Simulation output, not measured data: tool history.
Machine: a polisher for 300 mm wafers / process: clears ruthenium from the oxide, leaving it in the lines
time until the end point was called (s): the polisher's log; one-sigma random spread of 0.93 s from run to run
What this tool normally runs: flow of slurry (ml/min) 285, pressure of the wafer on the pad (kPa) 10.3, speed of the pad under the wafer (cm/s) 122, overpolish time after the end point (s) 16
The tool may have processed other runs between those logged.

run,hour,flow of slurry (ml/min),pressure of the wafer on the pad (kPa),speed of the pad under the wafer (cm/s),overpolish time after the end point (s),wafers since the last listed run,wafers polished on this pad,hours since the slurry nozzle was cleaned,hours since the head pressure was calibrated,"incoming thickness of the incoming film, nm",time until the end point was called (s)
1,0,285,10.3,110,12,0,1613,85.5,254.2,90.2,87.7
# hour 68.5: worn pad replaced by a new one
2,84.4,285,10.3,110,12,367,72,169.9,338.6,90.1,75.9
3,159.4,285,10.3,122,16,342,415,244.9,413.6,89.3,75.4
4,257.9,285,10.3,122,16,450,866,343.4,512.1,90.2,79.6
# hour 286.7: slurry nozzle cleaned
5,348.3,285,10.3,122,16,408,1275,61.6,602.5,91.6,81.9
6,426.7,285,10.3,122,16,358,1633,140,680.9,91,82.5
# hour 503: worn pad replaced by a new one
7,503.5,285,10.3,122,16,332,2,216.8,757.7,89.2,70.2
8,577.6,285,10.3,122,16,338,341,290.9,831.8,90.3,77
# hour 636.9: head pressure recalibrated
# hour 665.3: slurry nozzle cleaned
9,680.8,285,10.3,122,16,458,799,15.5,43.9,89.6,79.6
10,764.7,285,10.3,122,16,383,1183,99.4,127.8,91.9,80.6
11,828.4,285,10.3,122,16,291,1474,163.1,191.5,89.5,80.9
12,924.6,285,10.3,122,16,439,1914,259.3,287.7,90.5,80.2
# hour 948.6: worn pad replaced by a new one
13,965.8,285,12.4,138,16,170,78,300.5,328.9,89.6,57.4
14,1008.3,285,6.9,122,16,194,272,343,371.4,89.4,101.8
# hour 1098.9: slurry nozzle cleaned
15,1100.6,285,13.1,122,16,417,690,1.7,463.7,89,63.9
16,1229.2,230,11.7,122,16,588,1278,130.3,592.3,89.4,73.8
# hour 1297.3: worn pad replaced by a new one
17,1329.8,245,8.3,122,24,441,148,230.9,692.9,90.5,89.3
18,1405.6,255,13.1,136,22,346,495,306.7,768.7,89.9,58.6
# hour 1427.7: head pressure recalibrated
19,1508.2,285,10.3,98,12,460,955,409.3,80.5,90,90.2
# hour 1512.1: slurry nozzle cleaned
20,1562.7,285,9.7,86,26,244,1199,50.6,135,90.7,107.2
21,1665.4,285,11.7,148,23,469,1669,153.3,237.7,89.7,63.5
22,1735,285,13.1,158,16,318,1987,222.9,307.3,90,56.4
# hour 1754.2: worn pad replaced by a new one
23,1816.3,285,10.3,122,16,353,283,304.2,388.6,89.4,74
24,1904.5,240,10.3,150,20,403,687,392.4,476.8,88.8,67.6
# hour 1912.9: slurry nozzle cleaned
25,1987.6,285,10.3,122,16,375,1062,74.7,559.9,90.7,79.3

Forecast each of these 4 alternatives for the next run:
A,1988.1,285,10.3,122,11,2,1064,75.2,560.4,89.7,?
B,1988.1,285,10.3,104,24,2,1064,75.2,560.4,89.7,?
C,1988.1,285,8.3,146,12,2,1064,75.2,560.4,89.7,?
D,1988.1,285,13.8,122,16,2,1064,75.2,560.4,89.7,?

run,time until the end point was called (s)
A,80.5
B,89.3
C,84.8
D,63.4
Without the tool's unlogged condition, the same runs would have read:
run,time until the end point was called (s)
A,71.2
B,79
C,75
D,56.1
